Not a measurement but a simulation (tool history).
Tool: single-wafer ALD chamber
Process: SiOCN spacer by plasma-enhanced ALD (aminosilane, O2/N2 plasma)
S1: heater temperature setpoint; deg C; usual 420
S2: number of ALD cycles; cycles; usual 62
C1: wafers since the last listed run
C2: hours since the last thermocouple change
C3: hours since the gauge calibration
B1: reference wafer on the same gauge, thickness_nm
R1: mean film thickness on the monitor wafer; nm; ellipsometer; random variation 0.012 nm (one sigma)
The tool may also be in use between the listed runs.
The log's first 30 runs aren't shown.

run	day	S1	S2	C1	C2	C3	B1	R1
31	87.508	415	62	157	173.8	1290.9	3.801	3.471
32	91.483	415	68	311	269.2	1386.3	3.796	3.822
33	94.075	413	57	202	331.4	1448.5	3.801	3.236
34	96.683	411	53	204	394.0	1511.1	3.803	3.013
35	99.350	420	62	208	458.0	1575.1	3.798	3.457
# day 99.417: gauge calibrated
36	101.708	427	62	184	514.6	55.0	3.798	3.335
37	105.817	407	55	321	613.2	153.6	3.796	3.175
38	107.842	420	62	158	661.8	202.2	3.802	3.440

3 ways to go on from here, each from the tool as it stands after run 38. What would each give?
A	107.862	408	62	1	662.3	202.7	?	?
B	107.862	432	67	1	662.3	202.7	?	?
C	107.862	408	53	1	662.3	202.7	?	?

run	B1	R1
A	3.794	3.572
B	3.794	3.557
C	3.794	3.053
Without the tool's hidden state the same runs would have given:
run	R1
A	3.530
B	3.511
C	3.017

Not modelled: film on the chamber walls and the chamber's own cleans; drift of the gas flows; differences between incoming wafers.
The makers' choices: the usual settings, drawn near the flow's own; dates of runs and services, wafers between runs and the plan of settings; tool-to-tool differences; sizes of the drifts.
